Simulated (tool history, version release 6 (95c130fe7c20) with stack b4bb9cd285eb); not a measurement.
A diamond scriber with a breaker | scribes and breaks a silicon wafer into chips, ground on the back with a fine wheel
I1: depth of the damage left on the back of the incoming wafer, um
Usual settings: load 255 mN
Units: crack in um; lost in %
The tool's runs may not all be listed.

{"run": 1, "hour": 0.0, "load": 273, "I1": 2.08, "crack": 14.54, "lost": 1.15}
{"run": 2, "hour": 67.0, "load": 211, "I1": 1.8, "crack": 11.93, "lost": 5.28}
{"run": 3, "hour": 113.9, "load": 211, "I1": 1.67, "crack": 11.87, "lost": 5.82}
{"hour": 158.4, "done": "load on the tip recalibrated"}
{"run": 4, "hour": 200.2, "load": 235, "I1": 2.02, "crack": 13.22, "lost": 2.5}
{"run": 5, "hour": 286.3, "load": 235, "I1": 1.59, "crack": 12.93, "lost": 2.62}
{"run": 6, "hour": 339.4, "load": 304, "I1": 2.11, "crack": 15.42, "lost": 1.08}
{"run": 7, "hour": 386.4, "load": 304, "I1": 1.98, "crack": 15.14, "lost": 0.99}
{"run": 8, "hour": 464.7, "load": 304, "I1": 2.08, "crack": 14.99, "lost": 1.08}
{"run": 9, "hour": 512.1, "load": 326, "I1": 1.83, "crack": 15.3, "lost": 1.09}

Forecast run 10:
{"run": 10, "hour": 611.7, "load": 235, "I1": 2.66, "crack": "?", "lost": "?"}

crack: 12.22 um
lost: 5.83 %
Without the tool's hidden state the same run would have given crack 14.16 um, lost 1.82 %.
